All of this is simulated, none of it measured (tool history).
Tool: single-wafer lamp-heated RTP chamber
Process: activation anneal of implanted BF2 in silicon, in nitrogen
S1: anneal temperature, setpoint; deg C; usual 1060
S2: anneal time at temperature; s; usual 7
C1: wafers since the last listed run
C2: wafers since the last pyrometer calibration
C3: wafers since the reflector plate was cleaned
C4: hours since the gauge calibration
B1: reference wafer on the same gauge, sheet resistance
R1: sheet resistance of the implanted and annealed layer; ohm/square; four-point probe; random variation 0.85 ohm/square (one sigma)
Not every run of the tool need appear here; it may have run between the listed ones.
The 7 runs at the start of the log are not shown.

{"run": 8, "hour": 436.0, "S1": 1060, "S2": 6, "C1": 702, "C2": 8098, "C3": 4354, "C4": 1365.4, "B1": 176.88, "R1": 148.97}
{"run": 9, "hour": 473.9, "S1": 1060, "S2": 6, "C1": 893, "C2": 8991, "C3": 5247, "C4": 1403.3, "B1": 177.05, "R1": 149.82}
{"hour": 509.1, "done": "pyrometer window cleaned and pyrometer calibrated"}
{"hour": 537.3, "done": "reflector plate cleaned, repeated, since the last time left the tool worse"}
{"run": 10, "hour": 544.1, "S1": 1060, "S2": 9, "C1": 1277, "C2": 635, "C3": 159, "C4": 1473.5, "B1": 177.31, "R1": 147.27}
{"run": 11, "hour": 579.0, "S1": 1060, "S2": 9, "C1": 822, "C2": 1458, "C3": 982, "C4": 1508.4, "B1": 177.2, "R1": 145.09}
{"run": 12, "hour": 630.8, "S1": 1052, "S2": 7, "C1": 1220, "C2": 2679, "C3": 2203, "C4": 1560.2, "B1": 176.93, "R1": 163.05}
{"run": 13, "hour": 683.4, "S1": 1060, "S2": 7, "C1": 1239, "C2": 3919, "C3": 3443, "C4": 1612.8, "B1": 177.27, "R1": 151.71}
{"run": 14, "hour": 718.4, "S1": 1060, "S2": 7, "C1": 824, "C2": 4744, "C3": 4267, "C4": 1647.8, "B1": 176.86, "R1": 151.97}
{"hour": 758.8, "done": "gauge calibrated"}
{"run": 15, "hour": 769.7, "S1": 1060, "S2": 7, "C1": 1209, "C2": 5953, "C3": 5477, "C4": 10.9, "B1": 177.34, "R1": 151.11}
{"run": 16, "hour": 797.9, "S1": 1060, "S2": 7, "C1": 664, "C2": 6617, "C3": 6141, "C4": 39.1, "B1": 176.63, "R1": 151.27}
{"run": 17, "hour": 857.1, "S1": 1060, "S2": 7, "C1": 1395, "C2": 8013, "C3": 7537, "C4": 98.3, "B1": 176.72, "R1": 151.64}
{"hour": 871.1, "done": "pyrometer window cleaned and pyrometer calibrated"}
{"run": 18, "hour": 919.4, "S1": 1038, "S2": 10, "C1": 1279, "C2": 1139, "C3": 8817, "C4": 160.6, "B1": 177.09, "R1": 163.94}
{"hour": 956.0, "done": "reflector plate cleaned"}
{"run": 19, "hour": 974.3, "S1": 1060, "S2": 7, "C1": 1105, "C2": 2244, "C3": 431, "C4": 215.5, "B1": 177.28, "R1": 154.94}
{"run": 20, "hour": 1038.9, "S1": 1033, "S2": 3, "C1": 1522, "C2": 3767, "C3": 1953, "C4": 280.1, "B1": 177.27, "R1": 211.21}
{"run": 21, "hour": 1070.0, "S1": 1035, "S2": 4, "C1": 733, "C2": 4500, "C3": 2687, "C4": 311.2, "B1": 176.97, "R1": 200.11}
{"run": 22, "hour": 1133.1, "S1": 1052, "S2": 10, "C1": 1487, "C2": 5987, "C3": 4174, "C4": 374.3, "B1": 176.67, "R1": 149.37}
{"run": 23, "hour": 1169.9, "S1": 1060, "S2": 7, "C1": 867, "C2": 6855, "C3": 5041, "C4": 411.1, "B1": 177.08, "R1": 151.85}
{"hour": 1213.7, "done": "pyrometer window cleaned and pyrometer calibrated"}
{"run": 24, "hour": 1216.0, "S1": 1033, "S2": 3, "C1": 898, "C2": 55, "C3": 5939, "C4": 457.2, "B1": 177.05, "R1": 213.33}
{"run": 25, "hour": 1286.9, "S1": 1060, "S2": 5, "C1": 1671, "C2": 1726, "C3": 7610, "C4": 528.1, "B1": 176.79, "R1": 161.93}
{"run": 26, "hour": 1350.4, "S1": 1034, "S2": 11, "C1": 1496, "C2": 3223, "C3": 9107, "C4": 591.6, "B1": 177.44, "R1": 163.76}
{"hour": 1364.5, "done": "reflector plate cleaned"}
{"run": 27, "hour": 1402.5, "S1": 1085, "S2": 6, "C1": 1039, "C2": 4262, "C3": 894, "C4": 643.7, "B1": 176.64, "R1": 133.57}
{"run": 28, "hour": 1453.3, "S1": 1087, "S2": 7, "C1": 1197, "C2": 5460, "C3": 2092, "C4": 694.5, "B1": 176.79, "R1": 127.66}
{"run": 29, "hour": 1496.9, "S1": 1051, "S2": 10, "C1": 1027, "C2": 6487, "C3": 3120, "C4": 738.1, "B1": 176.66, "R1": 151.49}
{"run": 30, "hour": 1544.5, "S1": 1085, "S2": 10, "C1": 1121, "C2": 7609, "C3": 4242, "C4": 785.7, "B1": 176.98, "R1": 119.08}
{"run": 31, "hour": 1590.7, "S1": 1036, "S2": 7, "C1": 1088, "C2": 8698, "C3": 5330, "C4": 831.9, "B1": 176.74, "R1": 179.68}

Run 32 is up next; what results do you expect?
{"hour": 1636.5, "done": "pyrometer window cleaned and pyrometer calibrated"}
{"run": 32, "hour": 1645.8, "S1": 1083, "S2": 10, "C1": 1110, "C2": 218, "C3": 6441, "C4": 887.0, "B1": "?", "R1": "?"}

Logged for run 32: B1 176.74, R1 121.82 ohm/square.
On a tool with no hidden condition, and with the same random variation, this run would have come out at R1 124.08 ohm/square.

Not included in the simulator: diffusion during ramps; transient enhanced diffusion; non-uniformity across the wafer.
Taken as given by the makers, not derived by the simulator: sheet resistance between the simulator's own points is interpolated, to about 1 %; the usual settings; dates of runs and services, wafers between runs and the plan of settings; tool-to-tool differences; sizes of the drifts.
